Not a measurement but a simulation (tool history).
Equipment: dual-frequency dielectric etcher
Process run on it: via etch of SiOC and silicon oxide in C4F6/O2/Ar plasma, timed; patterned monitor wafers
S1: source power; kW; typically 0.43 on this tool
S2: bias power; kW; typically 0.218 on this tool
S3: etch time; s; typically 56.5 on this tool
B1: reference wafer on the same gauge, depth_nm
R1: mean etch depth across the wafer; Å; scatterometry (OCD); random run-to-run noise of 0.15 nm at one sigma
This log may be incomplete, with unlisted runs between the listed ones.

run,hour,S1,S2,S3,B1,R1
1,0,0.43,0.218,56.5,65.6,661
# hour 34.5: wet clean of the chamber
2,179.4,0.43,0.218,56.5,65.5,662
3,230.2,0.43,0.218,56.5,65.5,658
4,291,0.43,0.236,56.5,65.5,689
5,331.5,0.43,0.218,69.5,65.5,815
6,384.5,0.43,0.218,69.5,65.5,814
# hour 436.1: wet clean of the chamber
# hour 437.8: source power generator calibrated
7,443.1,0.43,0.218,69.5,65.5,814
# hour 469.3: upper electrode replaced, of another model than before
8,491.5,0.43,0.218,56.5,65.5,656
9,535.8,0.43,0.218,56.5,65.6,655
10,564.3,0.43,0.218,56.5,65.5,656
11,592.9,0.43,0.218,56.5,65.5,656
12,628.6,0.43,0.218,56.5,65.5,656
13,672.9,0.43,0.218,56.5,65.5,656
14,709.1,0.43,0.218,56.5,65.5,657
15,733.4,0.53,0.218,47,65.5,644
16,758.7,0.43,0.218,56.5,65.5,654
17,827.2,0.43,0.174,62,65.5,675
# hour 833.2: bias power generator calibrated
18,863.1,0.48,0.251,56.5,65.6,744
# hour 925.4: wet clean of the chamber
19,934.8,0.43,0.218,56.5,65.5,650
# hour 937.8: gauge calibrated
20,999.9,0.43,0.218,56.5,65.5,650
21,1041.7,0.43,0.218,56.5,65.5,652
22,1068.5,0.34,0.218,64.5,65.5,575
23,1098,0.43,0.218,56.5,65.5,650
24,1159.5,0.43,0.218,61,65.5,704
25,1191.8,0.33,0.238,40.5,65.5,355
26,1257.9,0.34,0.175,56.5,65.5,472
27,1322.8,0.5,0.252,65.5,65.5,897
# hour 1355.8: wet clean of the chamber
28,1376.8,0.43,0.218,73.5,65.5,849
29,1431.7,0.48,0.179,69.5,65.5,835
30,1460.4,0.33,0.218,47,65.5,401

Here are 4 independent what-if runs from the current tool condition. What would each one return?
A,1460.8,0.43,0.218,56.5,?,?
B,1460.8,0.53,0.172,42,?,?
C,1460.8,0.37,0.203,56.5,?,?
D,1460.8,0.43,0.218,46.5,?,?

run,B1,R1
A,65.5,652
B,65.5,538
C,65.5,549
D,65.5,537
Stripped of hidden state, with their random variation kept, the same runs would have yielded:
run,R1
A,648
B,535
C,545
D,533
